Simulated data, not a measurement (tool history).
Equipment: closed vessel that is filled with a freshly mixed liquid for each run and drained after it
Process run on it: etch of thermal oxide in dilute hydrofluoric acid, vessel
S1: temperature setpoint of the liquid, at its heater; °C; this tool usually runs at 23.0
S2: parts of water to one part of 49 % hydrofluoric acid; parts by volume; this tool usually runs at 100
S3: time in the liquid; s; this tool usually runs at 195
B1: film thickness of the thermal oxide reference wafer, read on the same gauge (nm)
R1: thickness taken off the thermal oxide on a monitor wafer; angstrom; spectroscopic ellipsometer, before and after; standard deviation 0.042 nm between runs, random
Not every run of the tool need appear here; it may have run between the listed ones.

run   hour    S1   S2   S3     B1     R1
  1    0.0  22.0  100  195  80.02   76.5
  2   18.7  22.0  100  195  80.02   76.8
  3   33.5  23.0   70  195  80.00  118.1
  4   68.4  23.0  100  125  80.03   51.2
  5   93.9  23.0  100  125  79.98   51.0
  6  124.8  23.0  100  125  80.03   51.2
     126.7  -- hydrofluoric acid flow meter replaced
  7  145.8  26.5  120  195  79.95   74.3
  8  157.8  24.0  110  195  80.01   74.6
  9  172.6  24.0  110  195  79.99   74.7
     179.2  -- gauge calibrated
     185.8  -- thermometer replaced
 10  188.6  18.0  130  115  80.03   28.6
 11  207.1  21.0  100  195  79.99   73.8
 12  225.9  21.0  100  195  79.95   73.2
 13  246.0  20.5  100  140  80.02   51.5
 14  268.1  23.0  130  195  80.02   59.1
 15  288.9  19.5  135  255  80.00   64.8
 16  320.6  23.0  100  195  79.98   79.4
 17  350.6  23.0  100  195  80.01   79.5
 18  380.3  23.0  100  195  80.04   79.6

5 ways to go on from here, each from the tool as it stands after run 18. What would each give?
  A  381.0  23.0  100  130   ?   ?
  B  381.0  23.0   60  305   ?   ?
  C  381.0  18.5   85  125   ?   ?
  D  381.0  25.5   70  300   ?   ?
  E  381.0  20.5   75   95   ?   ?

run     B1     R1
  A  79.98   53.4
  B  79.98  219.5
  C  79.98   51.1
  D  79.98  202.1
  E  79.98   48.4
Without the tool's hidden state the same runs would have given:
run     R1
  A   53.4
  B  219.5
  C   51.1
  D  202.1
  E   48.4
